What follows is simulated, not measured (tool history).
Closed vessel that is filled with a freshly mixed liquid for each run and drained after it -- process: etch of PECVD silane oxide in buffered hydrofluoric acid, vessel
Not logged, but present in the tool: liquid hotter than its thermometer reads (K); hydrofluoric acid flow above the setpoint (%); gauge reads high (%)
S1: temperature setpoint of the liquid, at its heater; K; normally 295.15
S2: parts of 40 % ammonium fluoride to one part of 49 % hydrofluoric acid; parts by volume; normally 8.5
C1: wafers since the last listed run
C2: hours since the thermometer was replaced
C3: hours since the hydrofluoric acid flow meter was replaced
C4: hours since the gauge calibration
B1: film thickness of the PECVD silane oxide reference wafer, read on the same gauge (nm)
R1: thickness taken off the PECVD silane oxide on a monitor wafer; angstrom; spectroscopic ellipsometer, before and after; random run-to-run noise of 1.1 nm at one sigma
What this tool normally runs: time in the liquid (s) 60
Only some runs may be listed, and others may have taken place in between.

run 1 hour=0 | S1=295.15 S2=9.5 time_in_the_liquid_(s)=60 | C1=0 C2=168.6 C3=148.1 C4=449.1 | B1=58.79 | R1=1729.9
run 2 hour=31 | S1=295.15 S2=8.5 time_in_the_liquid_(s)=60 | C1=4475 C2=199.6 C3=179.1 C4=480.1 | B1=58.74 | R1=1891.9
run 3 hour=86.7 | S1=295.15 S2=10 time_in_the_liquid_(s)=60 | C1=8041 C2=255.3 C3=234.8 C4=535.8 | B1=58.61 | R1=1635.6
run 4 hour=111.4 | S1=295.15 S2=10 time_in_the_liquid_(s)=60 | C1=3565 C2=280 C3=259.5 C4=560.5 | B1=58.55 | R1=1649.8
run 5 hour=140.7 | S1=295.15 S2=10 time_in_the_liquid_(s)=60 | C1=4230 C2=309.3 C3=288.8 C4=589.8 | B1=58.55 | R1=1642.5
run 6 hour=164.7 | S1=295.15 S2=6 time_in_the_liquid_(s)=35 | C1=3464 C2=333.3 C3=312.8 C4=613.8 | B1=58.44 | R1=1552.2
run 7 hour=219.6 | S1=295.15 S2=8.5 time_in_the_liquid_(s)=60 | C1=7925 C2=388.2 C3=367.7 C4=668.7 | B1=58.29 | R1=1859.8
run 8 hour=254.6 | S1=295.15 S2=8.5 time_in_the_liquid_(s)=60 | C1=5052 C2=423.2 C3=402.7 C4=703.7 | B1=58.19 | R1=1882.1
run 9 hour=288.3 | S1=295.15 S2=8.5 time_in_the_liquid_(s)=60 | C1=4865 C2=456.9 C3=436.4 C4=737.4 | B1=58.13 | R1=1859.1
run 10 hour=322.4 | S1=295.15 S2=8.5 time_in_the_liquid_(s)=60 | C1=4923 C2=491 C3=470.5 C4=771.5 | B1=58.01 | R1=1868.4
run 11 hour=380.9 | S1=295.15 S2=8.5 time_in_the_liquid_(s)=60 | C1=8445 C2=549.5 C3=529 C4=830 | B1=57.95 | R1=1851.8
-- hour=383 thermometer replaced
run 12 hour=426.9 | S1=295.15 S2=7 time_in_the_liquid_(s)=60 | C1=6496 C2=43.9 C3=575 C4=876 | B1=57.8 | R1=2301.6
run 13 hour=498.8 | S1=295.15 S2=8 time_in_the_liquid_(s)=60 | C1=10380 C2=115.8 C3=646.9 C4=947.9 | B1=57.64 | R1=1997.7
run 14 hour=542.2 | S1=295.15 S2=8 time_in_the_liquid_(s)=60 | C1=6265 C2=159.2 C3=690.3 C4=991.3 | B1=57.45 | R1=1986.2
run 15 hour=567 | S1=292.15 S2=8.5 time_in_the_liquid_(s)=60 | C1=3580 C2=184 C3=715.1 C4=1016.1 | B1=57.47 | R1=1559.2
-- hour=617.4 gauge calibrated
run 16 hour=627.9 | S1=291.15 S2=6.5 time_in_the_liquid_(s)=60 | C1=8792 C2=244.9 C3=776 C4=10.5 | B1=59.49 | R1=2003.7
run 17 hour=686.6 | S1=295.15 S2=8.5 time_in_the_liquid_(s)=60 | C1=8474 C2=303.6 C3=834.7 C4=69.2 | B1=59.35 | R1=1903.3
-- hour=694.3 hydrofluoric acid flow meter replaced
run 18 hour=733.5 | S1=295.15 S2=12 time_in_the_liquid_(s)=40 | C1=6626 C2=350.5 C3=39.2 C4=116.1 | B1=59.23 | R1=932.3
run 19 hour=765.6 | S1=298.65 S2=9.5 time_in_the_liquid_(s)=35 | C1=4634 C2=382.6 C3=71.3 C4=148.2 | B1=59.19 | R1=1220
run 20 hour=818.1 | S1=295.15 S2=7.5 time_in_the_liquid_(s)=60 | C1=7579 C2=435.1 C3=123.8 C4=200.7 | B1=59.04 | R1=2193.7
run 21 hour=871 | S1=295.15 S2=8.5 time_in_the_liquid_(s)=85 | C1=7637 C2=488 C3=176.7 C4=253.6 | B1=58.86 | R1=2672.8
run 22 hour=898.9 | S1=295.15 S2=6 time_in_the_liquid_(s)=35 | C1=4027 C2=515.9 C3=204.6 C4=281.5 | B1=58.79 | R1=1558.9
run 23 hour=957.2 | S1=295.15 S2=8.5 time_in_the_liquid_(s)=70 | C1=8416 C2=574.2 C3=262.9 C4=339.8 | B1=58.67 | R1=2211.7
run 24 hour=984.1 | S1=297.15 S2=8.5 time_in_the_liquid_(s)=60 | C1=3883 C2=601.1 C3=289.8 C4=366.7 | B1=58.63 | R1=2110.9

Predict the results of run 25:
-- hour=997.5 thermometer replaced
run 25 hour=1017.4 | S1=295.15 S2=8.5 time_in_the_liquid_(s)=60 | C1=4663 C2=19.9 C3=323.1 C4=400 | B1=? | R1=?

{"run 25": {"B1": 58.52, "R1": 1873.3}}
The same run, on a tool lacking any hidden state, would have yielded R1 1919.1 angstrom.
